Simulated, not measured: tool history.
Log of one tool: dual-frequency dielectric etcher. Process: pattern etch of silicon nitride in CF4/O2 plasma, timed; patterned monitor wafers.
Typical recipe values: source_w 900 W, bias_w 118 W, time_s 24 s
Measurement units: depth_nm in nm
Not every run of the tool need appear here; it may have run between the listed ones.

| run | day | source_w | bias_w | time_s | read-back reference wafer on the same gauge, depth_nm | depth_nm |
|---|---|---|---|---|---|---|
| 1 | 0 | 900 | 118 | 24 | 62.5 | 70.3 |
| 2 | 3.496 | 900 | 129 | 18.5 | 62.5 | 56.7 |
| 3 | 6.908 | 900 | 129 | 18.5 | 62.5 | 56.5 |
| 4 | 8.8 | 900 | 129 | 18.5 | 62.5 | 56.2 |
|  | 12.746 | bias power generator calibrated |
| 5 | 12.788 | 900 | 118 | 24 | 62.5 | 70.4 |
| 6 | 16.004 | 900 | 118 | 24 | 62.5 | 71.4 |
|  | 18.929 | gauge calibrated |
| 7 | 20.204 | 900 | 118 | 24 | 62.5 | 71.2 |
|  | 22.371 | upper electrode replaced |
|  | 23.638 | wet clean of the chamber |
| 8 | 23.658 | 900 | 118 | 24 | 62.5 | 70.6 |
| 9 | 25.108 | 900 | 136 | 24 | 62.5 | 74.7 |
| 10 | 29.708 | 900 | 136 | 24 | 62.5 | 74.6 |
| 11 | 32.067 | 900 | 118 | 24 | 62.5 | 70.6 |
|  | 33.075 | source power generator calibrated |
| 12 | 38.5 | 900 | 118 | 24 | 62.5 | 73.3 |
| 13 | 42.7 | 1060 | 118 | 30 | 62.5 | 109.7 |
| 14 | 44.596 | 900 | 118 | 31 | 62.5 | 95.1 |
|  | 48.633 | wet clean of the chamber |
| 15 | 48.654 | 900 | 118 | 24 | 62.5 | 72.4 |
| 16 | 51.192 | 900 | 118 | 24 | 62.5 | 72 |
| 17 | 54.571 | 770 | 99 | 28.5 | 62.5 | 67.7 |
| 18 | 57.171 | 1040 | 133 | 22 | 62.5 | 80.8 |
| 19 | 59.412 | 1100 | 118 | 30.5 | 62.5 | 113.4 |
| 20 | 60.958 | 800 | 118 | 24 | 62.5 | 64.4 |
| 21 | 62.492 | 900 | 118 | 24 | 62.5 | 72.6 |
| 22 | 64.883 | 900 | 118 | 24 | 62.5 | 72.7 |
| 23 | 67.771 | 900 | 118 | 24 | 62.5 | 72.4 |
| 24 | 69.538 | 700 | 118 | 19.5 | 62.5 | 45.1 |
|  | 72.871 | wet clean of the chamber |
| 25 | 73.938 | 1020 | 118 | 22 | 62.5 | 75.2 |
| 26 | 76.779 | 990 | 133 | 30 | 62.5 | 103.2 |
| 27 | 80.362 | 900 | 118 | 24 | 62.5 | 72 |
| 28 | 82.462 | 1050 | 143 | 18 | 62.5 | 67.8 |
| 29 | 84.404 | 900 | 126 | 24 | 62.5 | 73.6 |

Here are 5 independent what-if runs from the current tool condition. What would each one return?
| A | 84.421 | 900 | 118 | 24 | ? | ? |
| B | 84.421 | 830 | 133 | 21.5 | ? | ? |
| C | 84.421 | 900 | 95 | 24 | ? | ? |
| D | 84.421 | 690 | 106 | 24 | ? | ? |
| E | 84.421 | 900 | 146 | 24 | ? | ? |

| run | read-back reference wafer on the same gauge, depth_nm | depth_nm |
|---|---|---|
| A | 62.5 | 72.2 |
| B | 62.5 | 62.2 |
| C | 62.5 | 66.4 |
| D | 62.5 | 51.7 |
| E | 62.5 | 78.5 |
Had the tool no hidden state, the same runs would have come out as:
| run | depth_nm |
|---|---|
| A | 72.6 |
| B | 62.5 |
| C | 66.8 |
| D | 52 |
| E | 79 |

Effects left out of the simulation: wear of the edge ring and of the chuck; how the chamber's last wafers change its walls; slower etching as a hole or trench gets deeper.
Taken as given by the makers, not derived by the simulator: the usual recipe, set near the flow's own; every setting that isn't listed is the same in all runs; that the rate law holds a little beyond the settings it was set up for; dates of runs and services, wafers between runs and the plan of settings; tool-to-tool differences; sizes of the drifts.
